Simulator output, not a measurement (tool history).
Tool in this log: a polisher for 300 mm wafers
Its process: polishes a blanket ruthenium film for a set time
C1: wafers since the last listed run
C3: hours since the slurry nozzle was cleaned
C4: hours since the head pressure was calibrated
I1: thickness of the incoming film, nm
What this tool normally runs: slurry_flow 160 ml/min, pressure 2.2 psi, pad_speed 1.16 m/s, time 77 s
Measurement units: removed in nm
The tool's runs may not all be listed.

{"run": 1, "day": 0.0, "slurry_flow": 160, "pressure": 2.2, "pad_speed": 1.16, "time": 77, "C1": 0, "wafers polished on this pad": 1341, "C3": 179.6, "C4": 114.3, "I1": 325.5, "removed": 109.7}
{"run": 2, "day": 1.458, "slurry_flow": 160, "pressure": 2.2, "pad_speed": 1.16, "time": 77, "C1": 323, "wafers polished on this pad": 1665, "C3": 214.6, "C4": 149.3, "I1": 329.2, "removed": 109.7}
{"run": 3, "day": 3.254, "slurry_flow": 160, "pressure": 2.2, "pad_speed": 1.16, "time": 77, "C1": 398, "wafers polished on this pad": 2063, "C3": 257.7, "C4": 192.4, "I1": 329, "removed": 109.6}
{"run": 4, "day": 6.25, "slurry_flow": 160, "pressure": 2.2, "pad_speed": 1.16, "time": 77, "C1": 664, "wafers polished on this pad": 2728, "C3": 329.6, "C4": 264.3, "I1": 329.7, "removed": 106.8}
{"day": 6.8, "done": "worn pad replaced by a new one"}
{"run": 5, "day": 8.992, "slurry_flow": 200, "pressure": 2.2, "pad_speed": 1.16, "time": 86, "C1": 571, "wafers polished on this pad": 486, "C3": 395.4, "C4": 330.1, "I1": 328.6, "removed": 128.3}
{"run": 6, "day": 10.838, "slurry_flow": 200, "pressure": 2.2, "pad_speed": 1.16, "time": 86, "C1": 409, "wafers polished on this pad": 896, "C3": 439.7, "C4": 374.4, "I1": 328.4, "removed": 122.2}
{"run": 7, "day": 12.5, "slurry_flow": 160, "pressure": 2.2, "pad_speed": 1.44, "time": 77, "C1": 368, "wafers polished on this pad": 1264, "C3": 479.6, "C4": 414.3, "I1": 323.9, "removed": 132.1}
{"run": 8, "day": 13.971, "slurry_flow": 160, "pressure": 2.2, "pad_speed": 1.44, "time": 77, "C1": 326, "wafers polished on this pad": 1591, "C3": 514.9, "C4": 449.6, "I1": 328.4, "removed": 132.2}
{"run": 9, "day": 15.217, "slurry_flow": 160, "pressure": 2.2, "pad_speed": 1.44, "time": 77, "C1": 276, "wafers polished on this pad": 1867, "C3": 544.8, "C4": 479.5, "I1": 331.6, "removed": 132.4}
{"run": 10, "day": 17.112, "slurry_flow": 160, "pressure": 2.2, "pad_speed": 1.16, "time": 77, "C1": 420, "wafers polished on this pad": 2288, "C3": 590.3, "C4": 525, "I1": 333.6, "removed": 107.3}
{"day": 18.758, "done": "slurry nozzle cleaned"}
{"day": 19.121, "done": "worn pad replaced by a new one"}
{"run": 11, "day": 24.058, "slurry_flow": 160, "pressure": 2.2, "pad_speed": 1.16, "time": 77, "C1": 1494, "wafers polished on this pad": 1095, "C3": 127.2, "C4": 691.7, "I1": 331.8, "removed": 103.8}
{"run": 12, "day": 25.958, "slurry_flow": 160, "pressure": 2.2, "pad_speed": 1.16, "time": 77, "C1": 421, "wafers polished on this pad": 1517, "C3": 172.8, "C4": 737.3, "I1": 330, "removed": 105.6}
{"run": 13, "day": 27.917, "slurry_flow": 160, "pressure": 2.2, "pad_speed": 1.16, "time": 77, "C1": 434, "wafers polished on this pad": 1951, "C3": 219.8, "C4": 784.3, "I1": 325.5, "removed": 104.3}
{"run": 14, "day": 29.15, "slurry_flow": 160, "pressure": 2.2, "pad_speed": 1.16, "time": 77, "C1": 273, "wafers polished on this pad": 2225, "C3": 249.4, "C4": 813.9, "I1": 325.7, "removed": 105.9}
{"day": 31.842, "done": "worn pad replaced by a new one"}
{"run": 15, "day": 32.146, "slurry_flow": 160, "pressure": 2.2, "pad_speed": 1.16, "time": 77, "C1": 627, "wafers polished on this pad": 67, "C3": 321.3, "C4": 885.8, "I1": 332.7, "removed": 101}

Predict the results of run 16:
{"day": 34.0, "done": "head pressure recalibrated"}
{"run": 16, "day": 34.779, "slurry_flow": 160, "pressure": 2.6, "pad_speed": 1.36, "time": 77, "C1": 565, "wafers polished on this pad": 633, "C3": 384.5, "C4": 18.7, "I1": 328.4, "removed": "?"}

{"run 16": {"removed": 154.1}}
On a tool with no hidden condition, and with the same random variation, this run would have come out at removed 154 nm.

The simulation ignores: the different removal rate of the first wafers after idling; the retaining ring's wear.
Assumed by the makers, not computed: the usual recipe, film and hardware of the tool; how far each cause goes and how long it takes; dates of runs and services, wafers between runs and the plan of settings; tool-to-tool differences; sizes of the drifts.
